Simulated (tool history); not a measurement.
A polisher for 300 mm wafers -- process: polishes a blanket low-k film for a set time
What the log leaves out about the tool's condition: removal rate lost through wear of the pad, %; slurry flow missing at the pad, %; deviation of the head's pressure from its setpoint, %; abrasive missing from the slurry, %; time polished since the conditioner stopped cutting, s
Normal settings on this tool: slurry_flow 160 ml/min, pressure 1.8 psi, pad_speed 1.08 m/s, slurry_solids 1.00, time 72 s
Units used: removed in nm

run,hour,slurry_flow,pressure,pad_speed,slurry_solids,time,wafers since the last listed run,wafers polished on this pad,hours since the slurry nozzle was cleaned,hours since the head pressure was calibrated,hours since the slurry blender was calibrated,hours since the conditioning disc was replaced,"incoming thickness of the incoming film, nm",removed
1,0.0,160,1.8,1.08,1.00,72,0,2899,21.3,604.8,404.6,445.0,331.3,22.4
2,44.3,160,1.8,1.08,1.00,72,301,3200,65.6,649.1,448.9,489.3,330.5,21.8
# hour 74.5: conditioning disc replaced and pad reconditioned
# hour 112.6: slurry blender recalibrated
3,145.9,160,1.8,1.08,1.00,72,663,3864,167.2,750.7,33.3,71.4,331.0,21.5
# hour 178.5: worn pad replaced by a new one
4,216.7,160,1.8,1.08,1.00,72,454,260,238.0,821.5,104.1,142.2,325.8,23.6
5,262.8,160,1.8,1.08,1.00,72,313,573,284.1,867.6,150.2,188.3,327.9,23.4
# hour 302.7: head pressure recalibrated
6,367.7,160,1.8,0.92,1.25,72,699,1273,389.0,65.0,255.1,293.2,330.8,22.2
7,474.8,160,1.8,0.92,1.25,72,728,2002,496.1,172.1,362.2,400.3,329.5,21.3
# hour 527.9: slurry nozzle cleaned
8,571.7,160,1.8,0.92,1.25,72,652,2654,43.8,269.0,459.1,497.2,333.1,21.7
# hour 578.1: conditioning disc replaced and pad reconditioned
9,654.9,160,1.8,1.44,1.00,72,552,3206,127.0,352.2,542.3,76.8,327.2,26.7
# hour 723.7: slurry blender recalibrated
# hour 730.1: worn pad replaced by a new one
10,738.5,160,1.8,1.08,1.00,72,527,56,210.6,435.8,14.8,160.4,329.4,24.3
11,821.5,160,1.8,1.08,1.00,55,564,621,293.6,518.8,97.8,243.4,329.5,17.7
12,905.2,160,1.8,1.08,1.15,64,569,1190,377.3,602.5,181.5,327.1,327.3,21.3
13,949.3,160,1.2,0.86,0.80,72,299,1490,421.4,646.6,225.6,371.2,328.0,10.4
14,1026.7,160,1.8,1.08,1.00,72,526,2017,498.8,724.0,303.0,448.6,324.2,21.0
# hour 1054.5: slurry nozzle cleaned
# hour 1081.8: conditioning disc replaced and pad reconditioned
15,1121.4,160,2.0,1.30,1.00,72,623,2640,66.9,818.7,397.7,39.6,328.4,27.5
# hour 1190.0: head pressure recalibrated
16,1199.0,140,1.8,1.08,1.00,72,514,3155,144.5,9.0,475.3,117.2,334.1,20.6
# hour 1279.3: slurry blender recalibrated
17,1283.9,160,1.5,1.08,1.00,72,563,3719,229.4,93.9,4.6,202.1,334.5,17.2
# hour 1349.4: worn pad replaced by a new one
18,1369.5,160,1.4,0.72,0.70,82,555,136,315.0,179.5,90.2,287.7,323.5,11.2
19,1465.5,120,1.8,1.08,1.00,72,652,789,411.0,275.5,186.2,383.7,329.4,21.1
20,1562.7,175,1.8,1.08,0.85,54,661,1451,508.2,372.7,283.4,480.9,329.0,15.0
# hour 1567.6: slurry nozzle cleaned
21,1637.2,185,1.8,1.08,1.00,72,499,1951,69.6,447.2,357.9,555.4,329.8,24.0
# hour 1695.8: conditioning disc replaced and pad reconditioned
22,1716.7,160,1.8,1.08,1.00,72,527,2478,149.1,526.7,437.4,20.9,325.0,22.2
23,1803.7,160,1.8,1.08,1.00,55,591,3069,236.1,613.7,524.4,107.9,326.3,16.2
# hour 1819.1: slurry blender recalibrated
24,1850.6,160,1.6,1.08,1.15,72,305,3375,283.0,660.6,31.5,154.8,333.0,20.3
# hour 1860.3: worn pad replaced by a new one
25,1915.0,195,1.8,0.80,1.00,72,410,372,347.4,725.0,95.9,219.2,336.3,18.9
26,1989.9,185,1.2,1.08,1.00,79,509,881,422.3,799.9,170.8,294.1,333.6,16.9

Hidden state or all else? Some run-to-run changes of removed, split into what the settings, what came in and random variation would give without the hidden state, and what is left for the hidden state (with any gauge scatter that isn't in both results):
Run 9 -> 10: pad_speed 1.44 -> 1.08, slurry blender recalibrated, worn pad replaced by a new one. removed -2.4 nm: hidden state +3.4, all else -5.8.
Run 12 -> 13: pressure 1.8 -> 1.2, pad_speed 1.08 -> 0.86, slurry_solids 1.15 -> 0.80, time 64 -> 72. removed -10.9 nm: hidden state +1.3, all else -12.2.
Run 13 -> 14: pressure 1.2 -> 1.8, pad_speed 0.86 -> 1.08, slurry_solids 0.80 -> 1.00. removed +10.6 nm: hidden state -2.6, all else +13.2.
Run 17 -> 18: pressure 1.5 -> 1.4, pad_speed 1.08 -> 0.72, slurry_solids 1.00 -> 0.70, time 72 -> 82, worn pad replaced by a new one. removed -6.0 nm: hidden state +3.2, all else -9.2.
